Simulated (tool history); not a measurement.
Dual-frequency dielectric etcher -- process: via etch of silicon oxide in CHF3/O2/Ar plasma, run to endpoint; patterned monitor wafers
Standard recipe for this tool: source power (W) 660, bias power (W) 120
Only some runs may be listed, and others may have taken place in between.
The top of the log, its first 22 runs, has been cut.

run,day,source power (W),bias power (W),"incoming incoming film thickness, nm",endpoint time (s)
23,55.067,820,140,740.7,429.4
24,56.588,710,106,754.6,462.5
# day 59.683: wet clean of the chamber
25,59.704,720,146,749.1,453.9
26,61.371,570,101,746.0,483.7
27,63.242,740,139,746.7,450.7
28,65.050,530,135,761.1,478.3
29,66.217,620,120,752.8,470.9
30,68.883,550,106,749.7,479.8
31,71.254,660,90,755.9,481.6
32,72.342,780,111,743.9,449.6
33,74.954,530,137,745.7,460.7
34,77.308,710,97,758.0,469.5

Branching from run 34: 5 alternative next runs. What would each branch give?
A,77.329,790,120,750.9,?
B,77.329,660,91,750.9,?
C,77.329,700,120,750.9,?
D,77.329,750,140,750.9,?
E,77.329,610,120,750.9,?

run,endpoint time (s)
A,442.4
B,469.0
C,450.6
D,436.9
E,459.2
With the hidden condition removed and each run's random variation left untouched, the same runs would have given:
run,endpoint time (s)
A,459.0
B,486.6
C,467.4
D,453.3
E,476.4
